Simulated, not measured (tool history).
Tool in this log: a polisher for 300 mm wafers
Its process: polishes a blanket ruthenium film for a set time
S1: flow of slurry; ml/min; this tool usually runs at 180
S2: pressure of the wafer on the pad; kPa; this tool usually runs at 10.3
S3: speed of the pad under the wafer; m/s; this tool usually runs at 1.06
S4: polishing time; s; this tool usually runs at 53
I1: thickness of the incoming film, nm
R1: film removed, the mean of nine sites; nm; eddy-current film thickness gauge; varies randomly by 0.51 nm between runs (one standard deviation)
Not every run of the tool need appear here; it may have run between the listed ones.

run,hour,S1,S2,S3,S4,I1,R1
1,0.0,180,10.3,1.06,53,632.0,38.4
2,32.6,180,10.3,1.06,53,624.9,36.9
3,51.6,180,10.3,1.06,53,634.7,36.9
4,67.0,180,10.3,1.06,53,638.9,36.9
5,95.4,180,10.3,1.06,53,632.4,36.0
# hour 131.9: worn pad replaced by a new one
6,132.4,180,10.3,1.18,53,628.9,42.8
7,149.3,180,10.3,1.18,53,637.5,42.9
# hour 155.5: slurry nozzle cleaned
8,167.2,180,10.3,1.18,53,634.5,42.0
9,196.8,180,10.3,1.24,53,631.8,44.6
10,223.0,180,10.3,1.24,53,636.5,42.8
# hour 250.6: head pressure recalibrated
11,255.6,180,10.3,1.24,53,634.1,42.2
# hour 280.5: worn pad replaced by a new one
12,281.5,180,10.3,1.06,53,630.8,38.7
13,315.8,180,12.4,1.06,53,637.0,43.7
14,338.4,180,12.4,1.06,53,630.5,41.9
15,368.4,180,12.4,1.06,53,618.8,40.8
16,383.9,180,10.3,1.38,47,632.1,41.0
# hour 392.4: slurry nozzle cleaned
# hour 410.1: worn pad replaced by a new one, of another model than before
17,410.6,180,10.3,1.06,53,639.9,38.8
18,441.8,180,10.3,1.06,53,623.6,38.4
19,463.1,180,10.3,1.06,53,635.8,37.9
20,495.8,180,10.3,1.32,53,625.5,42.4
21,510.1,180,10.3,0.86,53,637.2,31.9
22,532.6,215,12.4,1.06,69,631.4,58.0
# hour 552.2: worn pad replaced by a new one
23,567.8,180,10.3,1.06,53,630.6,38.5
24,587.4,180,9.0,1.06,59,634.1,36.8
25,600.2,180,10.3,1.06,58,627.5,40.1
26,615.5,225,13.8,0.94,53,639.7,47.5
27,632.3,180,10.3,1.06,53,625.6,36.3
# hour 646.6: slurry nozzle cleaned
28,662.6,150,8.3,0.88,59,622.4,27.7
29,685.7,180,10.3,0.84,53,635.4,30.3
# hour 697.6: worn pad replaced by a new one
30,716.3,180,10.3,1.06,53,621.4,38.6
31,749.6,205,10.3,0.80,53,631.1,32.3

Consider 4 possible next runs. They are alternatives, not a sequence: every one starts from the tool as it was left by run 31. What does each give?
A,750.0,115,10.3,1.06,53,638.5,?
B,750.0,225,11.7,1.06,53,638.5,?
C,750.0,180,6.9,1.06,47,638.5,?
D,750.0,230,10.3,1.06,53,638.5,?

run,R1
A,33.3
B,43.8
C,22.1
D,38.8
Had the tool no hidden state, the same runs would have come out as:
run,R1
A,35.0
B,46.0
C,23.2
D,40.7
